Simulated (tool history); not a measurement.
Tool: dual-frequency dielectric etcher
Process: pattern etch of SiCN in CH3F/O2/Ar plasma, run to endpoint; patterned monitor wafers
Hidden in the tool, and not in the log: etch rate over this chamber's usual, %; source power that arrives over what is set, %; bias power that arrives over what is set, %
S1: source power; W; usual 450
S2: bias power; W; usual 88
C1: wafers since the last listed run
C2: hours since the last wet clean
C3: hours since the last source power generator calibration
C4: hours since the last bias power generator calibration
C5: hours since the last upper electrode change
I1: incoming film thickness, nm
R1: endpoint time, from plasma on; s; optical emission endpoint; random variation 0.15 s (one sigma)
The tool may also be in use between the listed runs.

| run | hour | S1 | S2 | C1 | C2 | C3 | C4 | C5 | I1 | R1 |
|---|---|---|---|---|---|---|---|---|---|---|
| 1 | 0.0 | 450 | 88 | 0 | 160.4 | 3931.9 | 2722.2 | 5059.3 | 8.56 | 20.2 |
| 2 | 23.3 | 450 | 88 | 401 | 183.7 | 3955.2 | 2745.5 | 5082.6 | 8.58 | 20.4 |
| 3 | 49.8 | 450 | 88 | 456 | 210.2 | 3981.7 | 2772.0 | 5109.1 | 8.55 | 20.1 |
| 4 | 80.1 | 450 | 88 | 522 | 240.5 | 4012.0 | 2802.3 | 5139.4 | 8.60 | 19.9 |
| 5 | 93.2 | 450 | 88 | 225 | 253.6 | 4025.1 | 2815.4 | 5152.5 | 8.67 | 20.5 |
| 6 | 125.9 | 480 | 88 | 563 | 286.3 | 4057.8 | 2848.1 | 5185.2 | 8.54 | 19.4 |
|  | 152.2 | upper electrode replaced |
| 7 | 152.7 | 480 | 88 | 48 | 313.1 | 4084.6 | 2874.9 | 0.5 | 8.56 | 19.2 |
| 8 | 174.4 | 490 | 71 | 374 | 334.8 | 4106.3 | 2896.6 | 22.2 | 8.69 | 21.0 |
|  | 191.4 | source power generator calibrated |
| 9 | 210.1 | 450 | 88 | 546 | 370.5 | 18.7 | 2932.3 | 57.9 | 8.55 | 19.7 |
| 10 | 227.7 | 560 | 82 | 303 | 388.1 | 36.3 | 2949.9 | 75.5 | 8.50 | 18.2 |
| 11 | 260.6 | 510 | 78 | 567 | 421.0 | 69.2 | 2982.8 | 108.4 | 8.57 | 19.3 |
|  | 335.2 | bias power generator calibrated |
|  | 350.2 | wet clean of the chamber |
| 12 | 356.7 | 530 | 98 | 1330 | 6.5 | 165.3 | 21.5 | 204.5 | 8.59 | 18.4 |
| 13 | 432.1 | 550 | 95 | 1299 | 81.9 | 240.7 | 96.9 | 279.9 | 8.55 | 17.8 |
| 14 | 466.8 | 410 | 81 | 598 | 116.6 | 275.4 | 131.6 | 314.6 | 8.61 | 22.2 |
| 15 | 478.9 | 540 | 77 | 208 | 128.7 | 287.5 | 143.7 | 326.7 | 8.57 | 19.9 |

Forecast each of these 5 alternatives for the next run:
| A | 479.3 | 450 | 103 | 6 | 129.1 | 287.9 | 144.1 | 327.1 | 8.59 | ? |
| B | 479.3 | 560 | 105 | 6 | 129.1 | 287.9 | 144.1 | 327.1 | 8.59 | ? |
| C | 479.3 | 450 | 73 | 6 | 129.1 | 287.9 | 144.1 | 327.1 | 8.59 | ? |
| D | 479.3 | 410 | 102 | 6 | 129.1 | 287.9 | 144.1 | 327.1 | 8.59 | ? |
| E | 479.3 | 370 | 80 | 6 | 129.1 | 287.9 | 144.1 | 327.1 | 8.59 | ? |

| run | R1 |
|---|---|
| A | 19.1 |
| B | 17.3 |
| C | 22.0 |
| D | 20.0 |
| E | 23.2 |
Without the tool's hidden state the same runs would have given:
| run | R1 |
|---|---|
| A | 19.3 |
| B | 17.4 |
| C | 22.2 |
| D | 20.2 |
| E | 23.4 |
